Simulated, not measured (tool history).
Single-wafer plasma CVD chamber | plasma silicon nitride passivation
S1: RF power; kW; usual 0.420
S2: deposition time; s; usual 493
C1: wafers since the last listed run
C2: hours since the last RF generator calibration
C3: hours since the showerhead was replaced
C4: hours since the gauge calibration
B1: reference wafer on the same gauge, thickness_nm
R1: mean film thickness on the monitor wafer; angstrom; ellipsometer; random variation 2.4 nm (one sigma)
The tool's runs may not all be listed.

run	hour	S1	S2	C1	C2	C3	C4	B1	R1
1	0.0	0.420	560	0	746.8	4755.9	53.3	700.933	8137.83
2	8.4	0.420	493	22	755.2	4764.3	61.7	701.245	7155.09
3	21.0	0.420	493	34	767.8	4776.9	74.3	700.922	7156.22
4	27.2	0.420	493	16	774.0	4783.1	80.5	701.082	7096.87
5	39.7	0.465	493	33	786.5	4795.6	93.0	701.498	7433.03
6	45.9	0.465	493	16	792.7	4801.8	99.2	700.669	7416.75
7	52.0	0.465	493	16	798.8	4807.9	105.3	700.776	7384.52
8	59.7	0.420	420	20	806.5	4815.6	113.0	701.383	6089.44
9	71.9	0.420	472	33	818.7	4827.8	125.2	701.226	6799.98
# hour 86.3: showerhead replaced
10	86.8	0.420	472	18	833.6	0.5	140.1	700.898	6862.40
11	99.2	0.420	433	33	846.0	12.9	152.5	701.209	6281.55
12	108.9	0.420	493	26	855.7	22.6	162.2	701.145	7134.70
13	118.3	0.375	467	25	865.1	32.0	171.6	701.183	6482.24
14	129.5	0.480	466	30	876.3	43.2	182.8	700.580	7104.86
15	147.3	0.420	524	48	894.1	61.0	200.6	701.484	7568.67
16	159.5	0.345	591	33	906.3	73.2	212.8	700.949	7875.40
17	177.1	0.475	438	47	923.9	90.8	230.4	700.737	6700.90
# hour 180.1: gauge calibrated
18	191.0	0.395	555	37	937.8	104.7	10.9	701.471	7843.63
19	197.6	0.420	493	17	944.4	111.3	17.5	701.043	7150.58
# hour 213.5: RF generator calibrated
20	214.0	0.420	558	22	0.5	127.7	33.9	701.204	8091.88
21	231.7	0.455	578	48	18.2	145.4	51.6	700.818	8612.22
22	244.9	0.420	493	35	31.4	158.6	64.8	701.401	7167.98
23	256.5	0.420	493	31	43.0	170.2	76.4	700.879	7150.08
24	268.8	0.370	397	33	55.3	182.5	88.7	701.265	5454.34

What the log doesn't show, run by run:
delivered RF power above the setpoint (%): 0 in every run
gauge reads high (%): 0 in every run
